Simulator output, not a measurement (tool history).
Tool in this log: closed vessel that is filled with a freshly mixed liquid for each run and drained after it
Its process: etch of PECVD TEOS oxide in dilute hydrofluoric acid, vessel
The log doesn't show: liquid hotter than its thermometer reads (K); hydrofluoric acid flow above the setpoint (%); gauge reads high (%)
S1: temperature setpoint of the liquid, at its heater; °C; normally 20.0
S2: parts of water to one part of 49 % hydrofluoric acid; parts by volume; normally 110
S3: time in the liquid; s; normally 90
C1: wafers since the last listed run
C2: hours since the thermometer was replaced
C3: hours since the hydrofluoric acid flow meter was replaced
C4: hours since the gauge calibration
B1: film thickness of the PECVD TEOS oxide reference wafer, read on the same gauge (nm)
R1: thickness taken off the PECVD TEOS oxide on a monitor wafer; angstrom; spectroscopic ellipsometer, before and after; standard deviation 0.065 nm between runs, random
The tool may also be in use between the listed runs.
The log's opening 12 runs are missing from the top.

run	hour	S1	S2	S3	C1	C2	C3	C4	B1	R1
13	288.4	20.0	110	45	1735	102.2	1636.1	1149.8	149.99	69.5
14	307.3	20.0	145	60	1584	121.1	1655.0	1168.7	150.00	68.1
15	325.9	20.0	85	135	1559	139.7	1673.6	1187.3	150.00	277.5
# hour 340.3: gauge calibrated
16	361.3	20.0	150	90	2968	175.1	1709.0	21.0	149.99	98.5
17	384.3	24.5	110	105	1928	198.1	1732.0	44.0	150.01	195.0
18	410.2	17.0	95	40	2171	224.0	1757.9	69.9	149.98	64.9
19	439.8	22.0	65	125	2482	253.6	1787.5	99.5	150.00	377.0
20	470.5	23.5	110	90	2574	284.3	1818.2	130.2	149.99	163.0
# hour 503.0: hydrofluoric acid flow meter replaced
21	505.6	20.0	65	90	2859	319.4	2.6	165.3	149.98	240.3
22	523.4	17.0	95	135	1492	337.2	20.4	183.1	150.00	212.4
23	555.0	20.0	110	90	2649	368.8	52.0	214.7	150.01	135.8
24	582.4	22.5	95	90	2297	396.2	79.4	242.1	150.02	178.7
25	600.3	17.5	110	135	1501	414.1	97.3	260.0	150.02	184.4
26	633.1	20.0	55	90	2750	446.9	130.1	292.8	150.00	292.5
27	665.7	23.0	155	125	2733	479.5	162.7	325.4	149.97	145.0
28	692.3	17.0	135	105	2230	506.1	189.3	352.0	150.00	112.8
29	738.4	20.0	110	90	3865	552.2	235.4	398.1	150.03	138.5
30	771.3	23.0	65	90	2758	585.1	268.3	431.0	150.01	277.4
31	794.5	22.0	140	50	1945	608.3	291.5	454.2	150.01	63.3
32	815.8	17.5	110	90	1786	629.6	312.8	475.5	149.98	124.0
33	830.9	23.0	85	65	1266	644.7	327.9	490.6	149.97	151.9
34	861.4	23.5	135	50	2557	675.2	358.4	521.1	150.04	70.2

Here are 3 independent what-if runs from the current tool condition. What would each one return?
A	862.1	20.0	110	90	58	675.9	359.1	521.8	?	?
B	862.1	20.0	110	60	58	675.9	359.1	521.8	?	?
C	862.1	22.5	90	120	58	675.9	359.1	521.8	?	?

run	B1	R1
A	149.94	137.9
B	149.94	92.0
C	149.94	254.5
Without the tool's unlogged condition, the same runs would have read:
run	R1
A	131.5
B	87.7
C	242.8
